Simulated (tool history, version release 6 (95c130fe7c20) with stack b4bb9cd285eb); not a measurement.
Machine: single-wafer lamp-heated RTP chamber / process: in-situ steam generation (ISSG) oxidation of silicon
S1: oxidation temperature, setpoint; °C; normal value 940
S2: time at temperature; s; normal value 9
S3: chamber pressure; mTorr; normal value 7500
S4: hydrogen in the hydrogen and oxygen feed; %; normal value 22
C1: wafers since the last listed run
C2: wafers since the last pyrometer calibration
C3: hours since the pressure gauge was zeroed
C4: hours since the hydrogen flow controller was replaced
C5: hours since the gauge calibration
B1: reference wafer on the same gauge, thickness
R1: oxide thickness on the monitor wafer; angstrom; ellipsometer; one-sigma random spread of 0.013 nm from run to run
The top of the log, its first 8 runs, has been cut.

run   hour   S1  S2    S3  S4   C1    C2     C3     C4     C5     B1     R1
  9  212.8  954   6  7500  19  292  4560   47.7   31.3   46.6  2.639  28.07
 10  230.9  926   8  8400  26  171  4732   65.8   49.4   64.7  2.641  31.88
 11  246.7  940  11  7500  32  150  4882   81.6   65.2   80.5  2.638  39.07
 12  271.9  940   9  7500  22  239  5121  106.8   90.4  105.7  2.638  32.66
 13  291.3  940   9  7500  22  184  5306  126.2  109.8  125.1  2.636  32.82
 14  309.5  946   7  7500  30  172  5479  144.4    128  143.3  2.637  33.25
 15  390.3  953   9  8300  22  767  6246  225.2  208.8  224.1  2.633   33.6
     409.9  -- pyrometer window cleaned and pyrometer calibrated
 16  418.4  921   7  7500  22  190    80  253.3  236.9  252.2  2.638  29.11
 17  450.9  940   9  7500  22  308   389  285.8  269.4  284.7  2.641  33.17
 18  525.3  960   9  7500  22  706  1096  360.2  343.8  359.1  2.642  34.55
 19  541.4  940   9  7500  22  152  1249  376.3  359.9  375.2   2.64   33.2
 20    563  929   9  7500  22  205  1454  397.9  381.5  396.8  2.635  32.65
 21  585.6  928   9  7500  22  214  1669  420.5  404.1  419.4   2.64  32.56
     611.2  -- pyrometer window cleaned and pyrometer calibrated, repeated, since the last time left the tool worse
 22  611.7  940   9  7500  28  171     4  446.6  430.2  445.5  2.639  34.38
 23  627.3  933   7  7500  31  148   152  462.2  445.8  461.1  2.639  32.37
 24  641.7  940   9  7500  22  136   289  476.6  460.2  475.5  2.637  32.23
 25  671.9  940   9  8000  22  286   576  506.8  490.4  505.7  2.636  32.14
 26  697.7  940   8  7500  22  245   821  532.6  516.2  531.5  2.638   31.1
 27  710.7  946   9  6900  22  123   944  545.6  529.2  544.5  2.641  32.43
 28  729.5  959   6  6900  30  178  1123  564.4    548  563.3  2.638  32.03
 29  743.2  940   9  6900  12  130  1253  578.1  561.7    577  2.639  27.62
 30  762.5  940  11  7500  22  183  1436  597.4    581  596.3   2.64  34.98
 31  795.9  940   9  8000  22  317  1754  630.8  614.4  629.7   2.64  32.53

Branching from run 31: 4 alternative next runs. What would each branch give?
  A  796.3  940   9  7500  22   3  1758  631.2  614.8  630.1   ?   ?
  B  796.3  940   9  7500  29   3  1758  631.2  614.8  630.1   ?   ?
  C  796.3  940   6  7500  22   3  1758  631.2  614.8  630.1   ?   ?
  D  796.3  940  11  8100  32   3  1758  631.2  614.8  630.1   ?   ?

run     B1     R1
  A  2.638  32.65
  B  2.638  35.34
  C  2.638  28.41
  D  2.638   38.8
What these runs would have given with no unlogged condition in the tool:
run     R1
  A  32.47
  B  35.15
  C  28.29
  D  38.57
